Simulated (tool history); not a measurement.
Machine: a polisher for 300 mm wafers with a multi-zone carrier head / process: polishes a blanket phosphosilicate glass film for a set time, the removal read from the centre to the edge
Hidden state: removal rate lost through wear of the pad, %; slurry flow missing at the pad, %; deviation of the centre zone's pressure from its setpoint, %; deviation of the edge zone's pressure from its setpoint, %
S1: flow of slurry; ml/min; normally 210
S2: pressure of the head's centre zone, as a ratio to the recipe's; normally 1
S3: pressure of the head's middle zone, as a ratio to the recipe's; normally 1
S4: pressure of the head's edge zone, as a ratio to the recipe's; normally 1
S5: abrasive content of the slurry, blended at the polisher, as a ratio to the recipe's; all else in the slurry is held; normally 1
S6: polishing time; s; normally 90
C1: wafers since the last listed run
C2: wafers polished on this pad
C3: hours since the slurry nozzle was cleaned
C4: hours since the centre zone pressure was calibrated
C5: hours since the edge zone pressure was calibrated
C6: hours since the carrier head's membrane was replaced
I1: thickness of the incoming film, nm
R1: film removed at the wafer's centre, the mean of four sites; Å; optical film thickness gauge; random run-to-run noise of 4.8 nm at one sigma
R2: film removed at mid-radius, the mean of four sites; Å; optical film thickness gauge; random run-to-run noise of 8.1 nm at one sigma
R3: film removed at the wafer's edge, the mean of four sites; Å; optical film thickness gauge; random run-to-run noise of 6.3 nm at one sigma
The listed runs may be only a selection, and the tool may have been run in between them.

| run | hour | S1 | S2 | S3 | S4 | S5 | S6 | C1 | C2 | C3 | C4 | C5 | C6 | I1 | R1 | R2 | R3 |
|---|---|---|---|---|---|---|---|---|---|---|---|---|---|---|---|---|---|
| 1 | 0 | 210 | 1 | 1 | 1 | 1 | 90 | 0 | 874 | 407.2 | 130.8 | 424.2 | 42.9 | 4770.6 | 5688 | 5763 | 5510 |
| 2 | 58.9 | 235 | 1 | 1 | 1 | 1 | 90 | 368 | 1242 | 466.1 | 189.7 | 483.1 | 101.8 | 4691 | 5517 | 5718 | 5569 |
|  | 77.7 | slurry nozzle cleaned |
| 3 | 85.6 | 235 | 1 | 1 | 1 | 1 | 90 | 160 | 1403 | 7.9 | 216.4 | 509.8 | 128.5 | 4690 | 5606 | 5780 | 5470 |
|  | 128.8 | worn pad replaced by a new one |
| 4 | 147.3 | 235 | 1 | 1 | 1 | 1 | 90 | 360 | 115 | 69.6 | 278.1 | 571.5 | 190.2 | 4680.8 | 5328 | 5343 | 5211 |
| 5 | 203.3 | 245 | 1 | 1 | 1 | 1 | 90 | 350 | 465 | 125.6 | 334.1 | 627.5 | 246.2 | 4755.1 | 5179 | 5396 | 5135 |
| 6 | 262 | 210 | 1 | 1 | 1 | 0.9 | 90 | 367 | 833 | 184.3 | 392.8 | 686.2 | 304.9 | 4739.8 | 4745 | 4795 | 4750 |
| 7 | 323.8 | 210 | 1 | 1 | 1 | 0.9 | 90 | 386 | 1219 | 246.1 | 454.6 | 748 | 366.7 | 4780 | 4615 | 4909 | 4658 |
| 8 | 361 | 210 | 1 | 1 | 1 | 0.9 | 90 | 232 | 1452 | 283.3 | 491.8 | 785.2 | 403.9 | 4689.1 | 4600 | 4696 | 4684 |
|  | 404.9 | worn pad replaced by a new one, repeated, since the last time left the tool worse |
| 9 | 449.8 | 210 | 1 | 1 | 1 | 1 | 90 | 530 | 280 | 372.1 | 580.6 | 874 | 492.7 | 4684.4 | 5630 | 5904 | 5757 |
|  | 468.5 | carrier head's membrane replaced by a new one |
| 10 | 495.7 | 210 | 1 | 1 | 1 | 1 | 90 | 255 | 536 | 418 | 626.5 | 919.9 | 27.2 | 4749.6 | 5666 | 5866 | 5656 |
|  | 520.6 | slurry nozzle cleaned |
| 11 | 564.2 | 210 | 1 | 1 | 1 | 1 | 90 | 422 | 958 | 43.6 | 695 | 988.4 | 95.7 | 4724.1 | 5574 | 5844 | 5594 |
| 12 | 607.1 | 210 | 1 | 0.97 | 1 | 1.25 | 100 | 268 | 1227 | 86.5 | 737.9 | 1031.3 | 138.6 | 4642.8 | 6858 | 6815 | 6844 |
|  | 636.1 | edge zone pressure recalibrated |
|  | 636.7 | worn pad replaced by a new one |
| 13 | 651.2 | 235 | 1 | 1 | 1 | 1 | 90 | 259 | 90 | 130.6 | 782 | 15.1 | 182.7 | 4779.4 | 5986 | 6183 | 5754 |
|  | 679.2 | centre zone pressure recalibrated |
| 14 | 720.2 | 210 | 0.88 | 0.89 | 1 | 1.2 | 118 | 419 | 509 | 199.6 | 41 | 84.1 | 251.7 | 4749.4 | 7202 | 7704 | 8242 |
| 15 | 773.4 | 210 | 1 | 1 | 1 | 1 | 90 | 332 | 842 | 252.8 | 94.2 | 137.3 | 304.9 | 4789.7 | 5677 | 5755 | 5548 |
| 16 | 808 | 210 | 1 | 1 | 0.9 | 1 | 90 | 216 | 1059 | 287.4 | 128.8 | 171.9 | 339.5 | 4749.7 | 5551 | 5622 | 5440 |
|  | 853.5 | worn pad replaced by a new one |
| 17 | 854 | 270 | 0.94 | 1.08 | 1 | 1 | 99 | 262 | 3 | 333.4 | 174.8 | 217.9 | 385.5 | 4632.7 | 6165 | 7101 | 6464 |
| 18 | 911.4 | 210 | 1 | 1 | 1 | 1 | 90 | 359 | 362 | 390.8 | 232.2 | 275.3 | 442.9 | 4704.5 | 5719 | 5809 | 5679 |
| 19 | 967.4 | 145 | 1 | 1 | 1 | 1.1 | 114 | 350 | 712 | 446.8 | 288.2 | 331.3 | 498.9 | 4613.1 | 6946 | 7201 | 6968 |
|  | 1015.3 | slurry nozzle cleaned |
| 20 | 1019.3 | 210 | 1 | 0.89 | 1 | 1 | 90 | 318 | 1031 | 4 | 340.1 | 383.2 | 550.8 | 4694.4 | 5512 | 5158 | 5608 |
|  | 1031.2 | carrier head's membrane replaced by a new one |
| 21 | 1091 | 210 | 0.92 | 1 | 1 | 1 | 59 | 417 | 1448 | 75.7 | 411.8 | 454.9 | 59.8 | 4650.5 | 3300 | 3649 | 3552 |
|  | 1112 | worn pad replaced by a new one |
| 22 | 1146.6 | 210 | 1 | 1 | 1 | 1 | 103 | 322 | 216 | 131.3 | 467.4 | 510.5 | 115.4 | 4629 | 6602 | 6955 | 6453 |

Across each entry between runs, compare the hidden state at the last listed run before it with the hidden state at the first listed run after it:
Logged between run 2 and run 3: slurry nozzle cleaned (hour 77.7)
  removal rate lost through wear of the pad, %: 4.91 -> 5.43
  measured less the result without the state, R1: -285 -> -322 Å; R2: -295 -> -332 Å; R3: -288 -> -314 Å
Logged between run 3 and run 4: worn pad replaced by a new one (hour 128.8)
  removal rate lost through wear of the pad, %: 5.43 -> 11.2
  measured less the result without the state, R1: -322 -> -673 Å; R2: -332 -> -676 Å; R3: -314 -> -659 Å
Logged between run 8 and run 9: worn pad replaced by a new one, repeated, since the last time left the tool worse (hour 404.9)
  removal rate lost through wear of the pad, %: 15.4 -> 1.03
  measured less the result without the state, R1: -839 -> -59 Å; R2: -857 -> -61 Å; R3: -854 -> -60 Å
Logged between run 9 and run 10: carrier head's membrane replaced by a new one (hour 468.5)
  removal rate lost through wear of the pad, %: 1.03 -> 1.94
  measured less the result without the state, R1: -59 -> -111 Å; R2: -61 -> -115 Å; R3: -60 -> -112 Å
Logged between run 10 and run 11: slurry nozzle cleaned (hour 520.6)
  removal rate lost through wear of the pad, %: 1.94 -> 3.28
  measured less the result without the state, R1: -111 -> -189 Å; R2: -115 -> -199 Å; R3: -112 -> -190 Å
Logged between run 12 and run 13: edge zone pressure recalibrated (hour 636.1); worn pad replaced by a new one (hour 636.7)
  removal rate lost through wear of the pad, %: 4.13 -> 0.29
  measured less the result without the state, R1: -295 -> -18 Å; R2: -294 -> -18 Å; R3: -294 -> -17 Å
Logged between run 13 and run 14: centre zone pressure recalibrated (hour 679.2)
  removal rate lost through wear of the pad, %: 0.29 -> 1.65
  measured less the result without the state, R1: -18 -> -121 Å; R2: -18 -> -129 Å; R3: -17 -> -139 Å
Logged between run 16 and run 17: worn pad replaced by a new one (hour 853.5)
  removal rate lost through wear of the pad, %: 3.38 -> 0.793
  measured less the result without the state, R1: -194 -> -49 Å; R2: -196 -> -57 Å; R3: -190 -> -52 Å
Logged between run 19 and run 20: slurry nozzle cleaned (hour 1015.3)
  removal rate lost through wear of the pad, %: 3.03 -> 4.05
  measured less the result without the state, R1: -217 -> -233 Å; R2: -225 -> -218 Å; R3: -217 -> -237 Å
Logged between run 20 and run 21: carrier head's membrane replaced by a new one (hour 1031.2)
  removal rate lost through wear of the pad, %: 4.05 -> 5.46
  measured less the result without the state, R1: -233 -> -191 Å; R2: -218 -> -211 Å; R3: -237 -> -205 Å
Logged between run 21 and run 22: worn pad replaced by a new one (hour 1112)
  removal rate lost through wear of the pad, %: 5.46 -> 0.863
  measured less the result without the state, R1: -191 -> -58 Å; R2: -211 -> -60 Å; R3: -205 -> -56 Å
